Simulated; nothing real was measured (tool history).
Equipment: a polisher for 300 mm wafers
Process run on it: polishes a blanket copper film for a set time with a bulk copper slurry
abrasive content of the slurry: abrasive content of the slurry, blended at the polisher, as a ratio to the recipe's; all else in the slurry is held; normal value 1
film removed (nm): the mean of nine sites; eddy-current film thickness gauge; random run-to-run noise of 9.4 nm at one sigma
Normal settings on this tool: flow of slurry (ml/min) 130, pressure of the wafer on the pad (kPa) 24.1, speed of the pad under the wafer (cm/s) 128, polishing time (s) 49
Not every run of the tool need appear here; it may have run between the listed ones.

run	hour	flow of slurry (ml/min)	pressure of the wafer on the pad (kPa)	speed of the pad under the wafer (cm/s)	abrasive content of the slurry	polishing time (s)	incoming thickness of the incoming film, nm	film removed (nm)
1	0	130	24.1	128	1	49	2594	621
# hour 4.4: slurry blender recalibrated
2	14.3	130	24.1	128	1	49	2570	666.7
3	29.8	130	24.1	128	1	49	2568.9	664.1
# hour 44.6: head pressure recalibrated
4	54.1	130	19.3	128	1	49	2596	596.4
# hour 90.4: worn pad replaced by a new one
5	90.9	130	19.3	128	1	49	2561	577.9
6	164.2	130	19.3	128	1	49	2536.3	563.4
7	196.1	130	24.1	128	1	49	2558.6	636.6
8	222.9	130	24.1	128	1	49	2609.9	650.6
9	258.5	100	24.1	128	1	62	2554.3	772.2
# hour 286.7: worn pad replaced by a new one
# hour 287.4: slurry blender recalibrated
10	290.7	100	24.1	128	1	62	2542.3	804.8
11	316.5	115	24.1	128	1	49	2616.7	660.2
12	346.7	130	24.1	128	1	49	2550.3	684.3
13	374.3	130	24.1	168	1	64	2581.5	1135.2
14	386.7	130	24.1	112	1	63	2581.4	736.6
15	411.6	105	24.1	158	1	49	2553.5	767.9
16	445.9	130	18.6	128	1	59	2569.4	665.9
# hour 466: slurry nozzle cleaned
17	479.8	90	24.1	128	1	49	2582.2	627.5
# hour 487.4: worn pad replaced by a new one
18	512.6	115	24.1	128	1	49	2610.7	643.1
19	544.3	170	16.5	128	1.25	39	2548.5	442
20	563.5	110	30.3	158	1	49	2581.3	890.5
21	595.8	130	24.1	128	1	49	2539.8	623.2
# hour 598.1: slurry blender recalibrated
22	619.5	130	24.1	128	1.1	49	2576.2	666.4
23	651.8	130	24.1	146	1.25	49	2558.2	753.3
# hour 666.5: worn pad replaced by a new one
# hour 667.1: head pressure recalibrated
24	672.8	175	24.1	128	1	49	2613.1	681.9

Estimate the outcome of run 25 from the log above:
25	740.1	130	24.1	128	1	49	2529	?

Run 25 came out at film removed (nm) 665.8.
Without the tool's hidden state the same run would have given film removed (nm) 682.9.

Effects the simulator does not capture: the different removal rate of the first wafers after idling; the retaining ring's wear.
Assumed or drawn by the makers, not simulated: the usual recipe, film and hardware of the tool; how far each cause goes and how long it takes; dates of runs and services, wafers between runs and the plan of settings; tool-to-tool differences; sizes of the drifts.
